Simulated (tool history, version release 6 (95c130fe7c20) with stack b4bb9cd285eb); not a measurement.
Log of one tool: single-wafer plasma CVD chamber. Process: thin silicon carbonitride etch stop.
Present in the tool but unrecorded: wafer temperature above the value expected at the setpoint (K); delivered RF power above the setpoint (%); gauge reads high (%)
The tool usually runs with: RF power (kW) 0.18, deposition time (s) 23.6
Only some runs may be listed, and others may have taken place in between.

run,hour,RF power (kW),deposition time (s),wafers since the last listed run,hours since the last thermocouple change,hours since the last RF generator calibration,hours since the showerhead was replaced,hours since the gauge calibration,"read-back reference wafer on the same gauge, thickness_nm",mean film thickness on the monitor wafer (nm)
1,0,0.18,23.6,0,769,1839.7,7281.5,1012.2,11.191,13.409
2,34.7,0.18,23.6,523,803.7,1874.4,7316.2,1046.9,11.202,13.395
3,82.3,0.18,23.6,718,851.3,1922,7363.8,1094.5,11.201,13.375
4,149.7,0.18,23.6,1017,918.7,1989.4,7431.2,1161.9,11.197,13.394
5,210.2,0.18,23.6,912,979.2,2049.9,7491.7,1222.4,11.209,13.366
6,252.5,0.18,26.4,638,1021.5,2092.2,7534,1264.7,11.198,15.011
7,319.8,0.18,26.4,1015,1088.8,2159.5,7601.3,1332,11.198,14.995
8,385.5,0.18,26.4,991,1154.5,2225.2,7667,1397.7,11.191,14.926
9,443,0.2,21.7,867,1212,2282.7,7724.5,1455.2,11.199,12.89
10,506.4,0.2,21.7,956,1275.4,2346.1,7787.9,1518.6,11.2,12.839
# hour 524.1: showerhead replaced
11,568.9,0.2,21.7,822,1337.9,2408.6,44.8,1581.1,11.2,12.851
12,620.2,0.18,23.6,774,1389.2,2459.9,96.1,1632.4,11.205,13.313
13,668.2,0.18,23.6,724,1437.2,2507.9,144.1,1680.4,11.198,13.32
# hour 690.7: RF generator calibrated
# hour 722.1: gauge calibrated
14,732.8,0.18,23.6,854,1501.8,42.1,208.7,10.7,11.202,13.502
# hour 773.7: thermocouple changed; heater temperature recalibrated
15,794.5,0.18,21.1,810,20.8,103.8,270.4,72.4,11.199,12.089
16,821.7,0.18,21.1,410,48,131,297.6,99.6,11.197,12.061
17,891.1,0.18,26.4,1047,117.4,200.4,367,169,11.203,15.13
18,940.9,0.18,23.6,751,167.2,250.2,416.8,218.8,11.208,13.496
19,983.7,0.16,22.3,645,210,293,459.6,261.6,11.194,12.067
20,1045.9,0.18,23.6,938,272.2,355.2,521.8,323.8,11.203,13.465
21,1094.5,0.145,22.4,733,320.8,403.8,570.4,372.4,11.21,11.543
22,1158.2,0.18,23.6,961,384.5,467.5,634.1,436.1,11.203,13.485
23,1194,0.16,20.8,540,420.3,503.3,669.9,471.9,11.192,11.274
24,1362.6,0.15,20.8,2544,588.9,671.9,838.5,640.5,11.206,10.908
25,1399.2,0.18,23.6,552,625.5,708.5,875.1,677.1,11.205,13.519
26,1436,0.18,23.6,555,662.3,745.3,911.9,713.9,11.2,13.486
27,1473.2,0.2,19.6,561,699.5,782.5,949.1,751.1,11.196,11.745
28,1509.2,0.155,20.1,543,735.5,818.5,985.1,787.1,11.201,10.686
29,1578.5,0.18,21.1,1045,804.8,887.8,1054.4,856.4,11.199,12.044
30,1606.9,0.2,23.6,428,833.2,916.2,1082.8,884.8,11.194,14.137
31,1655.6,0.205,23.6,734,881.9,964.9,1131.5,933.5,11.198,14.282
32,1701.4,0.15,22,691,927.7,1010.7,1177.3,979.3,11.207,11.497
33,1743.9,0.19,23.6,641,970.2,1053.2,1219.8,1021.8,11.204,13.78
34,1801.7,0.18,23.6,872,1028,1111,1277.6,1079.6,11.202,13.483
35,1865,0.18,27.1,955,1091.3,1174.3,1340.9,1142.9,11.192,15.465

Run-by-run hidden state of the tool:
wafer temperature above the value expected at the setpoint (K): 0 across all the runs
gauge reads high (%): 0 across all the runs
H1: delivered RF power above the setpoint (%)
run,H1
1,-1.77
2,-1.83
3,-1.92
4,-2.05
5,-2.16
6,-2.25
7,-2.39
8,-2.52
9,-2.65
10,-2.79
11,-2.93
12,-3.05
13,-3.16
14,-0.198
15,-0.202
16,-0.205
17,-0.216
18,-0.227
19,-0.238
20,-0.257
21,-0.275
22,-0.302
23,-0.318
24,-0.413
25,-0.437
26,-0.463
27,-0.49
28,-0.518
29,-0.574
30,-0.599
31,-0.643
32,-0.686
33,-0.728
34,-0.788
35,-0.857

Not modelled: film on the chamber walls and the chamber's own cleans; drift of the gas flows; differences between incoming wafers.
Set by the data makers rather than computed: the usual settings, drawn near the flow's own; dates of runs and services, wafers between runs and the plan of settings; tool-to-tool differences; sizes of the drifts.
